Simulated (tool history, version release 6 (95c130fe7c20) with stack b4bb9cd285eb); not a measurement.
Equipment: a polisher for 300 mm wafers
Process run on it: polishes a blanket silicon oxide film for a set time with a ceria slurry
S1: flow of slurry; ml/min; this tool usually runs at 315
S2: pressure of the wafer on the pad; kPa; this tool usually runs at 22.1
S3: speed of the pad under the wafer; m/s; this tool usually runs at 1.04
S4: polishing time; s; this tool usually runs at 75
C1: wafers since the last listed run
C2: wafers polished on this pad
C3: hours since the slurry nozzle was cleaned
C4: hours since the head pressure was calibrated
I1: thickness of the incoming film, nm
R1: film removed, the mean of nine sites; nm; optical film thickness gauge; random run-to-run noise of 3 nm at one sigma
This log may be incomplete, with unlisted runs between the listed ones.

run,day,S1,S2,S3,S4,C1,C2,C3,C4,I1,R1
1,0,360,22.1,1.2,75,0,529,147.9,351.4,1619.8,414.4
2,0.575,360,22.1,1.2,75,94,623,161.7,365.2,1622.7,415.9
3,1.108,360,22.1,1.2,75,87,711,174.5,378,1640.7,416.4
4,1.633,280,22.1,1.04,75,86,797,187.1,390.6,1639.2,346.5
5,2.038,315,22.1,1.04,75,66,863,196.8,400.3,1627.2,357.2
6,2.696,315,22.1,1.04,75,108,971,212.6,416.1,1635,355.9
7,3.996,315,22.1,1.04,75,213,1184,243.8,447.3,1628.1,351.9
# day 4.346: worn pad replaced by a new one
8,4.417,315,22.1,1.28,75,41,11,253.9,457.4,1625.6,449.7
9,4.7,315,22.1,1.28,75,46,57,260.7,464.2,1623.7,447.4
10,5.304,315,22.1,1.28,75,99,157,275.2,478.7,1643.8,446.4
11,5.642,315,22.1,1.04,75,55,212,283.3,486.8,1614.9,359.3
12,5.954,315,26.2,1.04,75,51,263,290.8,494.3,1647.8,415.5
13,6.338,315,26.2,1.04,75,62,326,300,503.5,1651.1,414.9
14,6.908,315,26.2,1.04,75,93,420,313.7,517.2,1632.9,408.3
15,7.396,315,22.1,1.04,75,79,500,325.4,528.9,1652.1,356.6
16,8.129,395,24.8,1.04,75,120,620,343,546.5,1622.9,393.4
17,8.583,390,26.2,1.36,92,74,695,353.9,557.4,1631.2,659.8
18,9.004,315,22.1,1.04,83,69,764,364,567.5,1634.4,386.6
# day 9.204: slurry nozzle cleaned
19,9.688,365,16.5,0.74,75,105,869,11.6,583.9,1613.3,202.5
20,10.271,315,19.3,1.04,75,95,965,25.6,597.9,1620.3,314.2
21,10.729,315,22.1,1.04,75,75,1040,36.6,608.9,1613.2,350.6
22,11.371,315,22.1,1.04,75,105,1145,52,624.3,1650.6,348.4
# day 12.042: worn pad replaced by a new one
23,12.058,315,28.3,1.04,75,85,2,68.5,640.8,1628.7,451.8
24,12.592,365,22.1,0.94,100,87,90,81.3,653.6,1619.6,444.3
25,12.996,230,17.2,1.04,66,66,156,91,663.3,1658.4,249.8
26,13.554,315,22.1,1.04,75,91,247,104.4,676.7,1633.4,362.3
# day 14.312: head pressure recalibrated
27,14.333,315,22.1,1.04,75,114,362,123.1,0.5,1611.1,354.9
28,14.95,420,22.1,1.04,75,101,463,137.9,15.3,1627.2,365
29,15.433,315,24.8,1.04,64,79,542,149.5,26.9,1619,334.4
30,15.808,315,24.1,1.04,75,61,604,158.5,35.9,1609.2,381.5
31,16.533,405,22.1,1.04,75,118,723,175.9,53.3,1638.7,357.7
32,16.842,375,17.2,0.72,75,50,773,183.3,60.7,1643.5,201.4
33,17.508,315,24.1,1.04,75,109,883,199.3,76.7,1636.7,377.6
34,17.933,315,22.1,1.04,75,69,952,209.5,86.9,1642.2,355
35,18.596,315,22.1,1.16,75,108,1061,225.4,102.8,1630,388.7
36,19.067,215,14.5,1.04,75,77,1138,236.7,114.1,1641.5,240.5
37,19.704,245,17.2,1.16,75,104,1243,252,129.4,1643.8,314.5

Forecast each of these 4 alternatives for the next run:
A,19.721,315,22.1,1.04,75,2,1246,252.4,129.8,1626.7,?
B,19.721,225,22.1,1.04,57,2,1246,252.4,129.8,1626.7,?
C,19.721,410,25.5,1.36,91,2,1246,252.4,129.8,1626.7,?
D,19.721,315,22.1,1.04,53,2,1246,252.4,129.8,1626.7,?

run,R1
A,353.6
B,258.5
C,646.8
D,249.9
Stripped of hidden state, with their random variation kept, the same runs would have yielded:
run,R1
A,369.9
B,270.5
C,676.8
D,261.4
